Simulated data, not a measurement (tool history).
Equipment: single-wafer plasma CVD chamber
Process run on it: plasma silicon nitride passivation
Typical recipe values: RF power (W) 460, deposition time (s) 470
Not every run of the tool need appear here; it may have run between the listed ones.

run   hour  RF power (W)  deposition time (s)  wafers since the last listed run  hours since the last RF generator calibration  hours since the showerhead was replaced  hours since the gauge calibration  read-back reference wafer on the same gauge, thickness_nm  mean film thickness on the monitor wafer (Å)
  1    0.0           460                  470                                 0                                          759.9                                   6751.3                               82.7                                                    707.410                                       5972.87
  2   10.4           460                  424                                41                                          770.3                                   6761.7                               93.1                                                    706.860                                       5410.85
  3   26.6           460                  424                                63                                          786.5                                   6777.9                              109.3                                                    707.057                                       5392.52
  4   39.4           460                  424                                50                                          799.3                                   6790.7                              122.1                                                    707.579                                       5413.55
  5   45.8           460                  534                                25                                          805.7                                   6797.1                              128.5                                                    707.060                                       6791.55
  6   57.9           460                  534                                47                                          817.8                                   6809.2                              140.6                                                    706.783                                       6808.96
  7   65.6           505                  470                                30                                          825.5                                   6816.9                              148.3                                                    707.423                                       6182.08
  8   82.3           505                  470                                65                                          842.2                                   6833.6                              165.0                                                    706.992                                       6188.68
  9   93.5           460                  470                                44                                          853.4                                   6844.8                              176.2                                                    706.945                                       5982.59
 10  101.4           460                  470                                31                                          861.3                                   6852.7                              184.1                                                    706.752                                       5992.86
 11  107.4           460                  470                                23                                          867.3                                   6858.7                              190.1                                                    706.796                                       5970.57
 12  117.8           525                  470                                41                                          877.7                                   6869.1                              200.5                                                    707.152                                       6288.78
 13  125.1           525                  470                                28                                          885.0                                   6876.4                              207.8                                                    707.346                                       6278.39
 14  136.0           460                  470                                43                                          895.9                                   6887.3                              218.7                                                    706.782                                       5954.08
 15  149.9           525                  403                                54                                          909.8                                   6901.2                              232.6                                                    707.196                                       5379.07
 16  158.6           460                  470                                34                                          918.5                                   6909.9                              241.3                                                    707.369                                       5963.89
 17  174.0           395                  502                                60                                          933.9                                   6925.3                              256.7                                                    706.749                                       5989.95
     177.4  -- gauge calibrated
     185.4  -- showerhead replaced
 18  186.5           420                  494                                17                                          946.4                                      1.1                                9.1                                                    707.319                                       6038.65
     196.4  -- RF generator calibrated
 19  201.9           460                  470                                29                                            5.5                                     16.5                               24.5                                                    706.938                                       5819.86
 20  213.4           525                  500                                45                                           17.0                                     28.0                               36.0                                                    706.886                                       6550.69
 21  228.1           370                  470                                58                                           31.7                                     42.7                               50.7                                                    707.481                                       5332.89
 22  240.0           490                  498                                46                                           43.6                                     54.6                               62.6                                                    706.436                                       6325.10
 23  246.5           390                  563                                25                                           50.1                                     61.1                               69.1                                                    707.005                                       6503.30
     263.2  -- RF generator calibrated, repeated, since the last time left the tool worse
 24  263.7           460                  470                                36                                            0.5                                     78.3                               86.3                                                    707.120                                       6062.70
 25  285.2           405                  379                                84                                           22.0                                     99.8                              107.8                                                    706.822                                       4648.40
 26  298.0           520                  530                                50                                           34.8                                    112.6                              120.6                                                    707.303                                       7232.58

Each row is a separate what-if for the run after 26, all from the same tool condition, not one after another. Results?
  A  298.5           460                  470                                 1                                           35.3                                    113.1                              121.1                                                          ?                                             ?
  B  298.5           415                  470                                 1                                           35.3                                    113.1                              121.1                                                          ?                                             ?
  C  298.5           385                  403                                 1                                           35.3                                    113.1                              121.1                                                          ?                                             ?
  D  298.5           390                  414                                 1                                           35.3                                    113.1                              121.1                                                          ?                                             ?

run  read-back reference wafer on the same gauge, thickness_nm  mean film thickness on the monitor wafer (Å)
  A                                                    707.195                                       6083.49
  B                                                    707.195                                       5833.16
  C                                                    707.195                                       4845.62
  D                                                    707.195                                       5005.43
Had the tool no hidden state, the same runs would have come out as:
run  mean film thickness on the monitor wafer (Å)
  A                                       6093.79
  B                                       5843.03
  C                                       4853.82
  D                                       5013.91
